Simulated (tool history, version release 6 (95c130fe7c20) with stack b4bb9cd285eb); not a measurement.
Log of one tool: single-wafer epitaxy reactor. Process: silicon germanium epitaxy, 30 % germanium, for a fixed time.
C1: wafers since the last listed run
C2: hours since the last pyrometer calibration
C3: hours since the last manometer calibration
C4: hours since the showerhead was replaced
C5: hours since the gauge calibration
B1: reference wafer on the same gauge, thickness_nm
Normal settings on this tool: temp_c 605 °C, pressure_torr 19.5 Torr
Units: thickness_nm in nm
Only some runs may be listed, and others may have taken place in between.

{"run": 1, "hour": 0.0, "temp_c": 605, "pressure_torr": 19.5, "C1": 0, "C2": 1524, "C3": 774.2, "C4": 3571.7, "C5": 113.9, "B1": 59.465, "thickness_nm": 64.632}
{"run": 2, "hour": 29.1, "temp_c": 598, "pressure_torr": 18.4, "C1": 502, "C2": 1553.1, "C3": 803.3, "C4": 3600.8, "C5": 143, "B1": 59.508, "thickness_nm": 57.41}
{"run": 3, "hour": 57.5, "temp_c": 598, "pressure_torr": 18.4, "C1": 490, "C2": 1581.5, "C3": 831.7, "C4": 3629.2, "C5": 171.4, "B1": 59.556, "thickness_nm": 57.303}
{"run": 4, "hour": 71.7, "temp_c": 598, "pressure_torr": 18.4, "C1": 245, "C2": 1595.7, "C3": 845.9, "C4": 3643.4, "C5": 185.6, "B1": 59.563, "thickness_nm": 57.446}
{"run": 5, "hour": 106.3, "temp_c": 605, "pressure_torr": 16.3, "C1": 598, "C2": 1630.3, "C3": 880.5, "C4": 3678, "C5": 220.2, "B1": 59.552, "thickness_nm": 61.896}
{"run": 6, "hour": 139.1, "temp_c": 605, "pressure_torr": 16.3, "C1": 566, "C2": 1663.1, "C3": 913.3, "C4": 3710.8, "C5": 253, "B1": 59.535, "thickness_nm": 62.079}
{"run": 7, "hour": 166.4, "temp_c": 605, "pressure_torr": 16.3, "C1": 471, "C2": 1690.4, "C3": 940.6, "C4": 3738.1, "C5": 280.3, "B1": 59.463, "thickness_nm": 61.901}
{"run": 8, "hour": 199.0, "temp_c": 605, "pressure_torr": 19.5, "C1": 563, "C2": 1723, "C3": 973.2, "C4": 3770.7, "C5": 312.9, "B1": 59.406, "thickness_nm": 65.758}
{"run": 9, "hour": 213.3, "temp_c": 605, "pressure_torr": 19.5, "C1": 247, "C2": 1737.3, "C3": 987.5, "C4": 3785, "C5": 327.2, "B1": 59.556, "thickness_nm": 65.958}
{"run": 10, "hour": 249.1, "temp_c": 605, "pressure_torr": 19.5, "C1": 618, "C2": 1773.1, "C3": 1023.3, "C4": 3820.8, "C5": 363, "B1": 59.479, "thickness_nm": 65.925}
{"run": 11, "hour": 280.0, "temp_c": 617, "pressure_torr": 19.5, "C1": 534, "C2": 1804, "C3": 1054.2, "C4": 3851.7, "C5": 393.9, "B1": 59.536, "thickness_nm": 79.544}
{"run": 12, "hour": 307.2, "temp_c": 605, "pressure_torr": 19.5, "C1": 470, "C2": 1831.2, "C3": 1081.4, "C4": 3878.9, "C5": 421.1, "B1": 59.565, "thickness_nm": 66.372}
{"run": 13, "hour": 339.3, "temp_c": 613, "pressure_torr": 19.5, "C1": 554, "C2": 1863.3, "C3": 1113.5, "C4": 3911, "C5": 453.2, "B1": 59.442, "thickness_nm": 75.101}
{"run": 14, "hour": 371.9, "temp_c": 613, "pressure_torr": 19.5, "C1": 563, "C2": 1895.9, "C3": 1146.1, "C4": 3943.6, "C5": 485.8, "B1": 59.572, "thickness_nm": 75.36}
{"run": 15, "hour": 388.6, "temp_c": 590, "pressure_torr": 22.1, "C1": 288, "C2": 1912.6, "C3": 1162.8, "C4": 3960.3, "C5": 502.5, "B1": 59.613, "thickness_nm": 54.911}
{"run": 16, "hour": 423.5, "temp_c": 605, "pressure_torr": 19.5, "C1": 603, "C2": 1947.5, "C3": 1197.7, "C4": 3995.2, "C5": 537.4, "B1": 59.525, "thickness_nm": 66.549}
{"hour": 434.8, "done": "gauge calibrated"}
{"hour": 445.0, "done": "capacitance manometer re-zeroed and calibrated"}
{"run": 17, "hour": 445.5, "temp_c": 616, "pressure_torr": 21.5, "C1": 241, "C2": 1969.5, "C3": 0.5, "C4": 4017.2, "C5": 10.7, "B1": 59.431, "thickness_nm": 84.742}
{"hour": 532.8, "done": "showerhead replaced"}
{"run": 18, "hour": 533.3, "temp_c": 605, "pressure_torr": 23, "C1": 1379, "C2": 2057.3, "C3": 88.3, "C4": 0.5, "C5": 98.5, "B1": 59.568, "thickness_nm": 72.799}
{"hour": 541.9, "done": "pyrometer calibrated"}
{"run": 19, "hour": 547.2, "temp_c": 599, "pressure_torr": 16.7, "C1": 101, "C2": 5.3, "C3": 102.2, "C4": 14.4, "C5": 112.4, "B1": 59.446, "thickness_nm": 54.477}
{"run": 20, "hour": 574.7, "temp_c": 605, "pressure_torr": 23, "C1": 475, "C2": 32.8, "C3": 129.7, "C4": 41.9, "C5": 139.9, "B1": 59.491, "thickness_nm": 66.663}
{"run": 21, "hour": 599.3, "temp_c": 591, "pressure_torr": 23.5, "C1": 425, "C2": 57.4, "C3": 154.3, "C4": 66.5, "C5": 164.5, "B1": 59.531, "thickness_nm": 53.096}
{"run": 22, "hour": 621.6, "temp_c": 605, "pressure_torr": 15, "C1": 385, "C2": 79.7, "C3": 176.6, "C4": 88.8, "C5": 186.8, "B1": 59.51, "thickness_nm": 57.267}
{"run": 23, "hour": 642.3, "temp_c": 605, "pressure_torr": 23.5, "C1": 357, "C2": 100.4, "C3": 197.3, "C4": 109.5, "C5": 207.5, "B1": 59.508, "thickness_nm": 66.287}
{"run": 24, "hour": 655.6, "temp_c": 609, "pressure_torr": 18, "C1": 229, "C2": 113.7, "C3": 210.6, "C4": 122.8, "C5": 220.8, "B1": 59.54, "thickness_nm": 64.47}
{"run": 25, "hour": 690.7, "temp_c": 611, "pressure_torr": 17.7, "C1": 606, "C2": 148.8, "C3": 245.7, "C4": 157.9, "C5": 255.9, "B1": 59.608, "thickness_nm": 67.069}
{"run": 26, "hour": 723.6, "temp_c": 605, "pressure_torr": 16.9, "C1": 568, "C2": 181.7, "C3": 278.6, "C4": 190.8, "C5": 288.8, "B1": 59.588, "thickness_nm": 59.691}
{"run": 27, "hour": 748.5, "temp_c": 599, "pressure_torr": 16.7, "C1": 430, "C2": 206.6, "C3": 303.5, "C4": 215.7, "C5": 313.7, "B1": 59.511, "thickness_nm": 54.398}
{"run": 28, "hour": 774.8, "temp_c": 620, "pressure_torr": 16.4, "C1": 454, "C2": 232.9, "C3": 329.8, "C4": 242, "C5": 340, "B1": 59.52, "thickness_nm": 74.258}
{"run": 29, "hour": 796.2, "temp_c": 605, "pressure_torr": 19.5, "C1": 369, "C2": 254.3, "C3": 351.2, "C4": 263.4, "C5": 361.4, "B1": 59.433, "thickness_nm": 62.311}
{"run": 30, "hour": 817.9, "temp_c": 592, "pressure_torr": 18, "C1": 375, "C2": 276, "C3": 372.9, "C4": 285.1, "C5": 383.1, "B1": 59.595, "thickness_nm": 49.331}
{"run": 31, "hour": 834.7, "temp_c": 594, "pressure_torr": 15.2, "C1": 290, "C2": 292.8, "C3": 389.7, "C4": 301.9, "C5": 399.9, "B1": 59.593, "thickness_nm": 47.822}
{"run": 32, "hour": 852.0, "temp_c": 605, "pressure_torr": 22.1, "C1": 299, "C2": 310.1, "C3": 407, "C4": 319.2, "C5": 417.2, "B1": 59.521, "thickness_nm": 64.909}
{"run": 33, "hour": 872.2, "temp_c": 593, "pressure_torr": 19.5, "C1": 349, "C2": 330.3, "C3": 427.2, "C4": 339.4, "C5": 437.4, "B1": 59.533, "thickness_nm": 51.445}
{"run": 34, "hour": 893.5, "temp_c": 613, "pressure_torr": 18.2, "C1": 368, "C2": 351.6, "C3": 448.5, "C4": 360.7, "C5": 458.7, "B1": 59.491, "thickness_nm": 68.732}

Alternative continuations, all from the tool just after run 34; predict every row:
{"run": "A", "hour": 893.9, "temp_c": 597, "pressure_torr": 19.5, "C1": 6, "C2": 352, "C3": 448.9, "C4": 361.1, "C5": 459.1, "B1": "?", "thickness_nm": "?"}
{"run": "B", "hour": 893.9, "temp_c": 596, "pressure_torr": 15.5, "C1": 6, "C2": 352, "C3": 448.9, "C4": 361.1, "C5": 459.1, "B1": "?", "thickness_nm": "?"}
{"run": "C", "hour": 893.9, "temp_c": 591, "pressure_torr": 19.5, "C1": 6, "C2": 352, "C3": 448.9, "C4": 361.1, "C5": 459.1, "B1": "?", "thickness_nm": "?"}
{"run": "D", "hour": 893.9, "temp_c": 599, "pressure_torr": 22.8, "C1": 6, "C2": 352, "C3": 448.9, "C4": 361.1, "C5": 459.1, "B1": "?", "thickness_nm": "?"}
{"run": "E", "hour": 893.9, "temp_c": 599, "pressure_torr": 21, "C1": 6, "C2": 352, "C3": 448.9, "C4": 361.1, "C5": 459.1, "B1": "?", "thickness_nm": "?"}

run=A B1=59.413 thickness_nm=54.635
run=B B1=59.413 thickness_nm=49.904
run=C B1=59.413 thickness_nm=49.564
run=D B1=59.413 thickness_nm=59.461
run=E B1=59.413 thickness_nm=57.834
With the hidden condition removed and each run's random variation left untouched, the same runs would have given:
run=A thickness_nm=55.342
run=B thickness_nm=50.55
run=C thickness_nm=50.202
run=D thickness_nm=60.232
run=E thickness_nm=58.584

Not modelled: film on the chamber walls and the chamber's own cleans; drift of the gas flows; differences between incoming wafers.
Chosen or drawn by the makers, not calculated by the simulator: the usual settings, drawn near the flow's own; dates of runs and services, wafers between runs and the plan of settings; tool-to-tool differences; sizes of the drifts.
